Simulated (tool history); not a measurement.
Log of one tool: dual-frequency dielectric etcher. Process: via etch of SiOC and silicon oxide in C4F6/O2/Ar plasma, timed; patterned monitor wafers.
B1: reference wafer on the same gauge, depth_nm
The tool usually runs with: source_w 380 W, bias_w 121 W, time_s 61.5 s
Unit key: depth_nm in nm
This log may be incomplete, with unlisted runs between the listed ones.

run 1 day=0 | source_w=350 bias_w=143 time_s=61.5 | B1=60.2 | depth_nm=64.4
run 2 day=2.904 | source_w=350 bias_w=143 time_s=61.5 | B1=60.3 | depth_nm=65.1
run 3 day=6.2 | source_w=350 bias_w=143 time_s=61.5 | B1=60.2 | depth_nm=65.1
run 4 day=8.75 | source_w=380 bias_w=111 time_s=61.5 | B1=60.3 | depth_nm=60.4
run 5 day=11.946 | source_w=380 bias_w=121 time_s=61.5 | B1=60 | depth_nm=63.2
-- day=14.217 bias power generator calibrated
-- day=15.004 upper electrode replaced
run 6 day=16.112 | source_w=380 bias_w=121 time_s=61.5 | B1=60 | depth_nm=63.9
-- day=17.296 wet clean of the chamber
run 7 day=18.354 | source_w=420 bias_w=107 time_s=61.5 | B1=60.2 | depth_nm=61.2
run 8 day=21.8 | source_w=350 bias_w=135 time_s=61.5 | B1=60.1 | depth_nm=63
run 9 day=24.483 | source_w=320 bias_w=105 time_s=46 | B1=60.1 | depth_nm=41.6
run 10 day=26.183 | source_w=380 bias_w=121 time_s=69 | B1=60.2 | depth_nm=70
-- day=28.596 source power generator calibrated
-- day=29.25 gauge calibrated
run 11 day=29.588 | source_w=380 bias_w=121 time_s=77 | B1=60.2 | depth_nm=79.2
run 12 day=32.517 | source_w=380 bias_w=121 time_s=61.5 | B1=60.2 | depth_nm=62.9
run 13 day=35.692 | source_w=380 bias_w=121 time_s=61.5 | B1=60.4 | depth_nm=64.3
run 14 day=38.067 | source_w=450 bias_w=150 time_s=46.5 | B1=60.5 | depth_nm=55.6
-- day=40.604 wet clean of the chamber
run 15 day=41.575 | source_w=340 bias_w=93 time_s=56 | B1=60.1 | depth_nm=48.6
run 16 day=44.933 | source_w=300 bias_w=121 time_s=61.5 | B1=60 | depth_nm=56.5

Alternative continuations, all from the tool just after run 16; predict every row:
run A day=44.95 | source_w=380 bias_w=121 time_s=61.5 | B1=? | depth_nm=?
run B day=44.95 | source_w=470 bias_w=121 time_s=61.5 | B1=? | depth_nm=?
run C day=44.95 | source_w=330 bias_w=121 time_s=73 | B1=? | depth_nm=?

run=A B1=60.1 depth_nm=62.5
run=B B1=60.1 depth_nm=67.8
run=C B1=60.1 depth_nm=70.3
Without the tool's hidden state the same runs would have given:
run=A depth_nm=62
run=B depth_nm=67.4
run=C depth_nm=69.8

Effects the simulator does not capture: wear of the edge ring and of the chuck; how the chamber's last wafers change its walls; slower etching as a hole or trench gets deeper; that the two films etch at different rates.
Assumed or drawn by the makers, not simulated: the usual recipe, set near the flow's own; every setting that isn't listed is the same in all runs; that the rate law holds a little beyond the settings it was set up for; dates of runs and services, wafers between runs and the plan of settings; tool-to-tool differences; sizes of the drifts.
